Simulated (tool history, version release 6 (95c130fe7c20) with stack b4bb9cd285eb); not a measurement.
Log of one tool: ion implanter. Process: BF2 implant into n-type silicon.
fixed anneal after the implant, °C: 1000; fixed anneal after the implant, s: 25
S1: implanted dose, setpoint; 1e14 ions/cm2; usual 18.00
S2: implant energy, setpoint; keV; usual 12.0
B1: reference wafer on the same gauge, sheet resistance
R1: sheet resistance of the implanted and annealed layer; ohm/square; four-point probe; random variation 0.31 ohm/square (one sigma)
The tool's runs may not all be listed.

run   hour     S1    S2      B1      R1
  1    0.0  18.00  12.0  228.05  209.25
  2   32.3  18.00  12.0  228.09  209.05
  3   63.2  18.00  12.0  228.00  209.92
  4   76.2  18.00  12.0  227.99  209.53
  5   89.3  18.00  12.0  227.97  209.07
  6  118.1  18.00  13.0  227.82  203.03
  7  132.1  18.00  13.0  228.01  203.59
  8  160.3  18.00  14.5  227.87  196.46
  9  174.2  18.00  14.5  227.94  195.79
 10  193.1  18.00  14.5  227.93  195.79
     214.8  -- Faraday cup replaced and dose calibrated
     223.9  -- extraction supply calibrated
 11  227.5  18.00  10.5  227.99  218.77
 12  263.0  16.13  10.0  228.03  224.11
 13  288.0  20.63   8.5  228.07  231.51
 14  309.6  13.83  15.5  228.04  198.26
 15  342.6  22.69   9.0  227.98  226.78
 16  367.4  16.16   8.0  227.93  238.75
     397.1  -- gauge calibrated
 17  403.2  18.00  12.0  227.94  209.50
 18  434.7  13.02  13.5  227.92  210.25
 19  448.4  18.00  12.0  227.99  209.46
 20  467.3  22.38   8.5  228.01  230.48
 21  499.9  21.23   8.5  227.99  230.77
 22  516.4  15.07  13.5  228.01  204.94
 23  536.8  20.03  16.0  227.98  187.45

Forecast each of these 3 alternatives for the next run:
  A  537.2  18.00  12.0   ?   ?
  B  537.2  19.73   9.0   ?   ?
  C  537.2  22.55  16.0   ?   ?

run      B1      R1
  A  228.06  209.42
  B  228.06  227.55
  C  228.06  185.66
Without the tool's hidden state the same runs would have given:
run      R1
  A  209.42
  B  227.55
  C  185.66
